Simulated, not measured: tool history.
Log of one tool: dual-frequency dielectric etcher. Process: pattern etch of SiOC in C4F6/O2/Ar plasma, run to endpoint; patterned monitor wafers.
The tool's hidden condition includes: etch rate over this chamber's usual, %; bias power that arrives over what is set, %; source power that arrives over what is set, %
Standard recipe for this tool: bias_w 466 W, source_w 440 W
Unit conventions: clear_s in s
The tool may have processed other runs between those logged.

| run | hour | bias_w | source_w | wafers since the last listed run | hours since the last wet clean | hours since the last bias power generator calibration | hours since the last source power generator calibration | hours since the last upper electrode change | incoming incoming film thickness, nm | clear_s |
|---|---|---|---|---|---|---|---|---|---|---|
| 1 | 0 | 384 | 510 | 0 | 400.1 | 1138.2 | 2512.5 | 4163.2 | 50.2 | 15.3 |
| 2 | 13.2 | 466 | 440 | 108 | 413.3 | 1151.4 | 2525.7 | 4176.4 | 50.1 | 14.9 |
| 3 | 24.2 | 466 | 440 | 90 | 424.3 | 1162.4 | 2536.7 | 4187.4 | 50.2 | 14.9 |
| 4 | 39.1 | 466 | 440 | 122 | 439.2 | 1177.3 | 2551.6 | 4202.3 | 50.6 | 14.9 |
| 5 | 56.8 | 466 | 360 | 145 | 456.9 | 1195 | 2569.3 | 4220 | 50.2 | 15.8 |
| 6 | 74.5 | 466 | 360 | 145 | 474.6 | 1212.7 | 2587 | 4237.7 | 50.3 | 16.1 |
| 7 | 88.5 | 466 | 440 | 115 | 488.6 | 1226.7 | 2601 | 4251.7 | 50.2 | 14.7 |
| 8 | 122.1 | 466 | 440 | 276 | 522.2 | 1260.3 | 2634.6 | 4285.3 | 50 | 14.5 |
|  | 156.1 | wet clean of the chamber |
| 9 | 156.6 | 526 | 440 | 86 | 0.5 | 1294.8 | 2669.1 | 4319.8 | 50.1 | 14.7 |
| 10 | 156.9 | 526 | 440 | 2 | 0.8 | 1295.1 | 2669.4 | 4320.1 | 49.8 | 14.8 |
|  | 172.2 | bias power generator calibrated |
| 11 | 172.7 | 526 | 440 | 97 | 16.6 | 0.5 | 2685.2 | 4335.9 | 50.2 | 14.6 |
| 12 | 192.9 | 413 | 380 | 166 | 36.8 | 20.7 | 2705.4 | 4356.1 | 51 | 17.4 |
| 13 | 225.1 | 413 | 380 | 264 | 69 | 52.9 | 2737.6 | 4388.3 | 50.7 | 17.6 |
| 14 | 242.8 | 413 | 380 | 145 | 86.7 | 70.6 | 2755.3 | 4406 | 50.6 | 17.5 |
| 15 | 251.9 | 466 | 440 | 74 | 95.8 | 79.7 | 2764.4 | 4415.1 | 51 | 15.7 |
| 16 | 259.4 | 466 | 440 | 61 | 103.3 | 87.2 | 2771.9 | 4422.6 | 50.5 | 15.4 |
| 17 | 272.8 | 570 | 440 | 110 | 116.7 | 100.6 | 2785.3 | 4436 | 49.8 | 13.9 |
| 18 | 287.2 | 466 | 490 | 118 | 131.1 | 115 | 2799.7 | 4450.4 | 50.9 | 14.9 |
| 19 | 302 | 466 | 440 | 121 | 145.9 | 129.8 | 2814.5 | 4465.2 | 50.1 | 15.4 |
|  | 341.1 | source power generator calibrated |
| 20 | 347.5 | 405 | 440 | 341 | 191.4 | 175.3 | 6.4 | 4510.7 | 49.9 | 16.2 |
| 21 | 360.6 | 466 | 440 | 107 | 204.5 | 188.4 | 19.5 | 4523.8 | 50.5 | 15.2 |
|  | 392.6 | upper electrode replaced |
| 22 | 393.1 | 466 | 440 | 69 | 237 | 220.9 | 52 | 0.5 | 50.4 | 15.3 |
| 23 | 393.4 | 466 | 500 | 2 | 237.3 | 221.2 | 52.3 | 0.8 | 50.5 | 14.5 |
| 24 | 394.2 | 525 | 410 | 6 | 238.1 | 222 | 53.1 | 1.6 | 50.6 | 14.8 |
| 25 | 405 | 578 | 530 | 88 | 248.9 | 232.8 | 63.9 | 12.4 | 50.3 | 12.8 |
| 26 | 419.9 | 466 | 440 | 122 | 263.8 | 247.7 | 78.8 | 27.3 | 50.4 | 15.2 |
| 27 | 427.7 | 414 | 410 | 64 | 271.6 | 255.5 | 86.6 | 35.1 | 50.3 | 16.3 |
| 28 | 435.6 | 365 | 340 | 64 | 279.5 | 263.4 | 94.5 | 43 | 50.4 | 18.8 |
| 29 | 442.1 | 466 | 440 | 53 | 286 | 269.9 | 101 | 49.5 | 51.2 | 15.4 |
| 30 | 455.2 | 526 | 440 | 107 | 299.1 | 283 | 114.1 | 62.6 | 50 | 14.2 |
| 31 | 470.8 | 376 | 400 | 128 | 314.7 | 298.6 | 129.7 | 78.2 | 49.9 | 17.5 |
| 32 | 487.2 | 466 | 440 | 134 | 331.1 | 315 | 146.1 | 94.6 | 50.6 | 15.3 |
| 33 | 503.2 | 522 | 520 | 131 | 347.1 | 331 | 162.1 | 110.6 | 49.8 | 13.3 |

Describe how what the log doesn't record of the tool's condition differs between the last listed run preceding each entry between runs and the first listed run following it.
From run 8 to run 9: wet clean of the chamber (hour 156.1)
  etch rate over this chamber's usual, %: 4.91 -> -0.913
  measured minus no-state result, clear_s: -0.8 -> +0.1 s
From run 10 to run 11: bias power generator calibrated (hour 172.2)
  etch rate over this chamber's usual, %: -0.91 -> -0.758
  measured minus no-state result, clear_s: +0.1 -> +0.1 s
From run 19 to run 20: source power generator calibrated (hour 341.1)
  etch rate over this chamber's usual, %: 0.49 -> 0.928
  measured minus no-state result, clear_s: -0.1 -> -0.2 s
From run 21 to run 22: upper electrode replaced (hour 392.6)
  etch rate over this chamber's usual, %: 1.05 -> 1.37
  measured minus no-state result, clear_s: -0.2 -> -0.2 s
